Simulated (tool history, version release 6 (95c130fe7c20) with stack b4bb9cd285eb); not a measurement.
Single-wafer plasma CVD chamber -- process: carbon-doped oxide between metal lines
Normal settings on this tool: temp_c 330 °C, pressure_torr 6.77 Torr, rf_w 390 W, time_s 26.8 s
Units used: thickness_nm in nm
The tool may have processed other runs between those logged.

run,day,temp_c,pressure_torr,rf_w,time_s,wafers since the last listed run,hours since the last thermocouple change,hours since the last RF generator calibration,hours since the last manometer calibration,hours since the showerhead was replaced,hours since the gauge calibration,"read-back reference wafer on the same gauge, thickness_nm",thickness_nm
1,0.000,330,6.77,360,26.8,0,1354.6,2325.3,1734.5,4033.1,1161.8,123.069,111.999
2,1.279,320,6.77,390,26.8,926,1385.3,2356.0,1765.2,4063.8,1192.5,123.097,124.642
3,1.788,320,6.77,390,26.8,368,1397.5,2368.2,1777.4,4076.0,1204.7,123.013,123.700
4,2.708,320,6.77,390,26.8,667,1419.6,2390.3,1799.5,4098.1,1226.8,123.045,124.584
5,4.012,337,6.77,390,26.8,944,1450.9,2421.6,1830.8,4129.4,1258.1,122.894,117.960
6,4.612,330,6.77,390,26.8,434,1465.3,2436.0,1845.2,4143.8,1272.5,123.073,120.037
# day 5.071: RF generator calibrated
7,5.292,330,6.77,390,26.8,250,1481.6,5.3,1861.5,4160.1,1288.8,122.904,128.482
8,6.729,325,6.77,415,26.8,1041,1516.1,39.8,1896.0,4194.6,1323.3,123.107,136.061
9,7.417,330,6.77,390,22.3,498,1532.6,56.3,1912.5,4211.1,1339.8,123.027,106.302
# day 7.625: gauge calibrated
10,8.896,320,5.37,445,21.4,1071,1568.1,91.8,1948.0,4246.6,30.5,122.861,113.019
11,10.525,330,7.65,390,26.8,1180,1607.2,130.9,1987.1,4285.7,69.6,123.080,126.714
12,11.729,323,6.77,390,26.8,872,1636.1,159.8,2016.0,4314.6,98.5,122.925,128.836
13,12.858,335,6.77,390,25.2,817,1663.2,186.9,2043.1,4341.7,125.6,122.922,115.793
14,13.750,330,6.77,390,26.8,645,1684.6,208.3,2064.5,4363.1,147.0,122.976,126.120
# day 15.046: thermocouple changed; heater temperature recalibrated
# day 15.192: showerhead replaced
15,15.250,330,6.77,390,26.8,738,4.9,244.3,2100.5,1.4,183.0,123.013,124.967
16,16.112,330,6.77,390,24.6,624,25.6,265.0,2121.2,22.1,203.7,122.955,115.733
17,17.333,330,6.77,390,30.0,884,54.9,294.3,2150.5,51.4,233.0,122.942,141.146
18,18.188,330,6.77,320,26.8,618,75.4,314.8,2171.0,71.9,253.5,123.123,104.894
19,19.121,338,6.77,320,26.8,676,97.8,337.2,2193.4,94.3,275.9,122.981,102.733
20,20.450,339,7.29,465,28.3,962,129.7,369.1,2225.3,126.2,307.8,123.191,147.907
# day 21.092: capacitance manometer re-zeroed and calibrated
21,21.258,330,6.77,390,26.8,344,149.1,388.5,4.0,145.6,327.2,122.897,125.430
22,22.221,330,6.77,390,26.8,697,172.2,411.6,27.1,168.7,350.3,122.838,123.752
23,23.162,330,6.77,390,23.0,682,194.8,434.2,49.7,191.3,372.9,122.958,106.501
24,26.842,337,7.92,425,22.8,2665,283.1,522.5,138.0,279.6,461.2,122.946,112.019
25,27.812,334,6.77,390,32.0,703,306.4,545.8,161.3,302.9,484.5,123.064,145.399
26,29.292,341,8.14,350,26.8,1071,341.9,581.3,196.8,338.4,520.0,123.116,109.709
27,29.996,330,5.60,390,26.8,510,358.8,598.2,213.7,355.3,536.9,123.040,119.555

5 options for the next run, each taken on its own from the tool as it stands now. Forecast them:
A,30.012,330,6.77,390,26.8,12,359.2,598.6,214.1,355.7,537.3,?,?
B,30.012,339,8.21,350,24.8,12,359.2,598.6,214.1,355.7,537.3,?,?
C,30.012,330,5.13,390,26.8,12,359.2,598.6,214.1,355.7,537.3,?,?
D,30.012,330,6.77,445,26.8,12,359.2,598.6,214.1,355.7,537.3,?,?
E,30.012,330,6.77,345,26.8,12,359.2,598.6,214.1,355.7,537.3,?,?

run,"read-back reference wafer on the same gauge, thickness_nm",thickness_nm
A,122.936,124.563
B,122.936,104.248
C,122.936,119.185
D,122.936,138.546
E,122.936,112.436
Without the tool's unlogged condition, the same runs would have read:
run,thickness_nm
A,130.590
B,109.337
C,124.952
D,145.046
E,117.925

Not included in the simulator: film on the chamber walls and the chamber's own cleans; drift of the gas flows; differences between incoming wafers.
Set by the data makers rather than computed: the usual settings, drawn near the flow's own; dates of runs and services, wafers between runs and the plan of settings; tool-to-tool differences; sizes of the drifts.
